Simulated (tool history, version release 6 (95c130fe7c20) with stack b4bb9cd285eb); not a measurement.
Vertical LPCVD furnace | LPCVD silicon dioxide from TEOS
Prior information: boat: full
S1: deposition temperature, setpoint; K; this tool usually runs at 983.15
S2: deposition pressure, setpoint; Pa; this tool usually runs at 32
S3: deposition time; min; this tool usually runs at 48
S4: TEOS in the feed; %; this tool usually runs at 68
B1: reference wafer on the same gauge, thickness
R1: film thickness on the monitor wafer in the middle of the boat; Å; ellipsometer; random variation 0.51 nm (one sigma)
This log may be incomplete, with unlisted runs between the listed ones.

run 1 hour=0 | S1=983.15 S2=32 S3=48 S4=68 | B1=362.93 | R1=3700.5
run 2 hour=16.4 | S1=983.15 S2=32 S3=48 S4=68 | B1=363.02 | R1=3700.9
run 3 hour=30.7 | S1=983.15 S2=32 S3=48 S4=68 | B1=363.24 | R1=3711.9
run 4 hour=42.4 | S1=983.15 S2=32 S3=48 S4=68 | B1=362.9 | R1=3717.6
run 5 hour=57.1 | S1=983.15 S2=32 S3=48 S4=68 | B1=363.14 | R1=3705.5
run 6 hour=68.5 | S1=983.15 S2=32 S3=60 S4=68 | B1=362.97 | R1=4622.8
run 7 hour=75.1 | S1=983.15 S2=32 S3=48 S4=68 | B1=362.98 | R1=3706.6
run 8 hour=85.7 | S1=983.15 S2=32 S3=48 S4=68 | B1=363.04 | R1=3719.7
run 9 hour=94.3 | S1=983.15 S2=32 S3=48 S4=73 | B1=363.16 | R1=3849.2
run 10 hour=105.9 | S1=983.15 S2=32 S3=48 S4=73 | B1=362.98 | R1=3858.2
-- hour=139 thermocouples replaced and temperature profile calibrated
run 11 hour=139.5 | S1=983.15 S2=32 S3=48 S4=73 | B1=362.91 | R1=3521
run 12 hour=144 | S1=976.15 S2=35.3 S3=61 S4=60 | B1=363.01 | R1=3641.3
-- hour=145.5 gauge calibrated
run 13 hour=148.4 | S1=991.15 S2=32 S3=34 S4=55 | B1=363.12 | R1=2602.3
-- hour=171.1 TEOS flow controller replaced
run 14 hour=171.6 | S1=983.15 S2=32 S3=48 S4=68 | B1=363 | R1=3417.5
run 15 hour=176 | S1=983.15 S2=36 S3=48 S4=78 | B1=362.85 | R1=3882.2
-- hour=215.6 pressure gauge zeroed
run 16 hour=222 | S1=983.15 S2=38 S3=55 S4=55 | B1=362.98 | R1=3840.5
run 17 hour=238.8 | S1=983.15 S2=28 S3=62.5 S4=72 | B1=363.03 | R1=4288.1
run 18 hour=248.9 | S1=983.15 S2=32 S3=48 S4=73 | B1=363.14 | R1=3553.3
run 19 hour=259.5 | S1=992.15 S2=37.3 S3=34.5 S4=62 | B1=362.91 | R1=3120.7
run 20 hour=273 | S1=983.15 S2=32 S3=48 S4=68 | B1=363.18 | R1=3438.4
run 21 hour=279.9 | S1=994.15 S2=24.7 S3=48 S4=68 | B1=362.88 | R1=3855.3
run 22 hour=295.4 | S1=983.15 S2=38 S3=36.5 S4=68 | B1=363.09 | R1=2849.7

Below are 3 alternative next runs, each starting from the tool's condition after run 22. Predict each:
run A hour=299.9 | S1=983.15 S2=32 S3=55.5 S4=68 | B1=? | R1=?
run B hour=299.9 | S1=975.15 S2=32 S3=41 S4=62 | B1=? | R1=?
run C hour=299.9 | S1=983.15 S2=32 S3=41 S4=68 | B1=? | R1=?

run=A B1=363.14 R1=3984.7
run=B B1=363.14 R1=2339.7
run=C B1=363.14 R1=2943.7
With the hidden condition removed and each run's random variation left untouched, the same runs would have given:
run=A R1=3910.3
run=B R1=2295.2
run=C R1=2888.7
